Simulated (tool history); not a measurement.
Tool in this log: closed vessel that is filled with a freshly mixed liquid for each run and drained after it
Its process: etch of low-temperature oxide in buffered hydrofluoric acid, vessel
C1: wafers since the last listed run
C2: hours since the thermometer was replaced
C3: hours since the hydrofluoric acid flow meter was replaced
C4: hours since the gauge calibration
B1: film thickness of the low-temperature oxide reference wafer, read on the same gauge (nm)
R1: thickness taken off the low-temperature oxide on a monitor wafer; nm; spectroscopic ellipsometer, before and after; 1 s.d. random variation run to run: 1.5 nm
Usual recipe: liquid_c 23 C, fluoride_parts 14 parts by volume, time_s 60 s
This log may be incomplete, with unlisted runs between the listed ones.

Run 1, hour 0: usual settings; C1 0; C2 941.3; C3 616.3; C4 276.2; B1 39.86. Result: R1 184.11 nm.
At hour 0.8: thermometer replaced.
Run 2, hour 56.5: usual settings; C1 8172; C2 55.7; C3 672.8; C4 332.7; B1 39.8. Result: R1 184.27 nm.
Run 3, hour 116.1: usual settings; C1 8741; C2 115.3; C3 732.4; C4 392.3; B1 39.76. Result: R1 182.94 nm.
Run 4, hour 331: usual settings; C1 31520; C2 330.2; C3 947.3; C4 607.2; B1 39.44. Result: R1 180.34 nm.
Run 5, hour 402.1: usual settings; C1 10428; C2 401.3; C3 1018.4; C4 678.3; B1 39.35. Result: R1 182.57 nm.
Run 6, hour 461.4: usual settings; C1 8697; C2 460.6; C3 1077.7; C4 737.6; B1 39.22. Result: R1 181.56 nm.
Run 7, hour 492: usual settings; C1 4488; C2 491.2; C3 1108.3; C4 768.2; B1 39.15. Result: R1 179.13 nm.
Run 8, hour 550.9: usual settings; C1 8639; C2 550.1; C3 1167.2; C4 827.1; B1 39.06. Result: R1 179.93 nm.
At hour 571.2: hydrofluoric acid flow meter replaced.
Run 9, hour 589.6: usual settings but liquid_c 26.5 C, time_s 85 s; C1 5529; C2 588.8; C3 18.4; C4 865.8; B1 38.94. Result: R1 309.69 nm.
Run 10, hour 708.2: usual settings; C1 17395; C2 707.4; C3 137; C4 984.4; B1 38.65. Result: R1 178.05 nm.
Run 11, hour 734.8: usual settings but liquid_c 26 C, fluoride_parts 9 parts by volume, time_s 35 s; C1 3901; C2 734; C3 163.6; C4 1011; B1 38.55. Result: R1 180.47 nm.
At hour 737.5: gauge calibrated.
Run 12, hour 767.2: usual settings; C1 4752; C2 766.4; C3 196; C4 29.7; B1 39.8. Result: R1 181.61 nm.
At hour 779.1: thermometer replaced.
Run 13, hour 810.3: usual settings but time_s 30 s; C1 6175; C2 31.2; C3 239.1; C4 72.8; B1 39.81. Result: R1 91.34 nm.
Run 14, hour 839: usual settings but fluoride_parts 12 parts by volume, time_s 75 s; C1 4209; C2 59.9; C3 267.8; C4 101.5; B1 39.78. Result: R1 261.37 nm.
Run 15, hour 905.3: usual settings but fluoride_parts 12.5 parts by volume; C1 9724; C2 126.2; C3 334.1; C4 167.8; B1 39.75. Result: R1 204.78 nm.
Run 16, hour 954.5: usual settings but liquid_c 26.5 C, fluoride_parts 18.5 parts by volume, time_s 35 s; C1 7216; C2 175.4; C3 383.3; C4 217; B1 39.74. Result: R1 96.31 nm.
Run 17, hour 1016.4: usual settings but fluoride_parts 9.5 parts by volume; C1 9079; C2 237.3; C3 445.2; C4 278.9; B1 39.71. Result: R1 262.7 nm.
Run 18, hour 1079: usual settings but liquid_c 20.5 C, fluoride_parts 18.5 parts by volume, time_s 35 s; C1 9182; C2 299.9; C3 507.8; C4 341.5; B1 39.64. Result: R1 70.3 nm.

Each row is a separate what-if for the run after 18, all from the same tool condition, not one after another. Results?
Run A, hour 1079.7: usual settings but liquid_c 19 C; C1 102; C2 300.6; C3 508.5; C4 342.2; B1 ?. Result: R1 ?.
Run B, hour 1079.7: usual settings but liquid_c 27 C, fluoride_parts 15.5 parts by volume, time_s 50 s; C1 102; C2 300.6; C3 508.5; C4 342.2; B1 ?. Result: R1 ?.
Run C, hour 1079.7: usual settings but liquid_c 25 C, time_s 75 s; C1 102; C2 300.6; C3 508.5; C4 342.2; B1 ?. Result: R1 ?.
Run D, hour 1079.7: usual settings but time_s 45 s; C1 102; C2 300.6; C3 508.5; C4 342.2; B1 ?. Result: R1 ?.

run     B1      R1
  A  39.62  143.56
  B  39.62  168.06
  C  39.62   250.1
  D  39.62  134.53
Without the tool's hidden state the same runs would have given:
run      R1
  A  144.86
  B  169.58
  C  252.35
  D  135.75
